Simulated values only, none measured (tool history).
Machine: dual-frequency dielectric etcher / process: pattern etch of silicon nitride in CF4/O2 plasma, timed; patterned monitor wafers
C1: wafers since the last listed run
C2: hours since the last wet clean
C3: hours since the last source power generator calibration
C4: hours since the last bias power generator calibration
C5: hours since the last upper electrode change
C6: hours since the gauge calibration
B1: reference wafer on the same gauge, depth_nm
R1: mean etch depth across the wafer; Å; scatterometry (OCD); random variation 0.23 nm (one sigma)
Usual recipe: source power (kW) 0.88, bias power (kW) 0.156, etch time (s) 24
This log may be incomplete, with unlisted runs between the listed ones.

run 1 hour=0 | source_power_(kW)=0.88 bias_power_(kW)=0.156 etch_time_(s)=24 | C1=0 C2=126.3 C3=1599.5 C4=4387.8 C5=4342.3 C6=102.7 | B1=70.1 | R1=815
run 2 hour=62.9 | source_power_(kW)=0.88 bias_power_(kW)=0.156 etch_time_(s)=24 | C1=539 C2=189.2 C3=1662.4 C4=4450.7 C5=4405.2 C6=165.6 | B1=70 | R1=810
run 3 hour=133.4 | source_power_(kW)=0.88 bias_power_(kW)=0.156 etch_time_(s)=24 | C1=604 C2=259.7 C3=1732.9 C4=4521.2 C5=4475.7 C6=236.1 | B1=70 | R1=808
run 4 hour=184.6 | source_power_(kW)=0.88 bias_power_(kW)=0.156 etch_time_(s)=24 | C1=438 C2=310.9 C3=1784.1 C4=4572.4 C5=4526.9 C6=287.3 | B1=70 | R1=805
-- hour=244.7 bias power generator calibrated
run 5 hour=249.7 | source_power_(kW)=0.88 bias_power_(kW)=0.156 etch_time_(s)=24 | C1=523 C2=376 C3=1849.2 C4=5 C5=4592 C6=352.4 | B1=70 | R1=806
run 6 hour=281.3 | source_power_(kW)=0.98 bias_power_(kW)=0.156 etch_time_(s)=29 | C1=270 C2=407.6 C3=1880.8 C4=36.6 C5=4623.6 C6=384 | B1=70.1 | R1=1081
-- hour=316.5 source power generator calibrated
run 7 hour=317.3 | source_power_(kW)=0.98 bias_power_(kW)=0.156 etch_time_(s)=29 | C1=274 C2=443.6 C3=0.8 C4=72.6 C5=4659.6 C6=420 | B1=70 | R1=1128
-- hour=352.3 gauge calibrated
-- hour=355.3 upper electrode replaced
run 8 hour=355.8 | source_power_(kW)=0.88 bias_power_(kW)=0.19 etch_time_(s)=24 | C1=124 C2=482.1 C3=39.3 C4=111.1 C5=0.5 C6=3.5 | B1=70 | R1=909
run 9 hour=412.7 | source_power_(kW)=1.01 bias_power_(kW)=0.17 etch_time_(s)=31 | C1=487 C2=539 C3=96.2 C4=168 C5=57.4 C6=60.4 | B1=70 | R1=1296
-- hour=448.5 wet clean of the chamber
run 10 hour=461 | source_power_(kW)=0.88 bias_power_(kW)=0.156 etch_time_(s)=21.5 | C1=208 C2=12.5 C3=144.5 C4=216.3 C5=105.7 C6=108.7 | B1=70 | R1=750
run 11 hour=518.3 | source_power_(kW)=0.88 bias_power_(kW)=0.156 etch_time_(s)=24 | C1=491 C2=69.8 C3=201.8 C4=273.6 C5=163 C6=166 | B1=70 | R1=837
run 12 hour=588.5 | source_power_(kW)=0.68 bias_power_(kW)=0.178 etch_time_(s)=26 | C1=601 C2=140 C3=272 C4=343.8 C5=233.2 C6=236.2 | B1=70 | R1=721
run 13 hour=641.8 | source_power_(kW)=1.07 bias_power_(kW)=0.18 etch_time_(s)=22 | C1=456 C2=193.3 C3=325.3 C4=397.1 C5=286.5 C6=289.5 | B1=70.1 | R1=991
run 14 hour=704.3 | source_power_(kW)=0.88 bias_power_(kW)=0.156 etch_time_(s)=24 | C1=535 C2=255.8 C3=387.8 C4=459.6 C5=349 C6=352 | B1=70 | R1=834
run 15 hour=739.4 | source_power_(kW)=0.88 bias_power_(kW)=0.156 etch_time_(s)=30.5 | C1=300 C2=290.9 C3=422.9 C4=494.7 C5=384.1 C6=387.1 | B1=69.9 | R1=1062

What if the next run were any one of these 3? Each begins from the tool's condition after run 15:
run A hour=739.8 | source_power_(kW)=0.88 bias_power_(kW)=0.189 etch_time_(s)=24 | C1=3 C2=291.3 C3=423.3 C4=495.1 C5=384.5 C6=387.5 | B1=? | R1=?
run B hour=739.8 | source_power_(kW)=0.88 bias_power_(kW)=0.168 etch_time_(s)=19.5 | C1=3 C2=291.3 C3=423.3 C4=495.1 C5=384.5 C6=387.5 | B1=? | R1=?
run C hour=739.8 | source_power_(kW)=1.02 bias_power_(kW)=0.123 etch_time_(s)=30 | C1=3 C2=291.3 C3=423.3 C4=495.1 C5=384.5 C6=387.5 | B1=? | R1=?

run=A B1=70 R1=897
run=B B1=70 R1=695
run=C B1=70 R1=1109
Without the tool's hidden state the same runs would have given:
run=A R1=901
run=B R1=699
run=C R1=1114
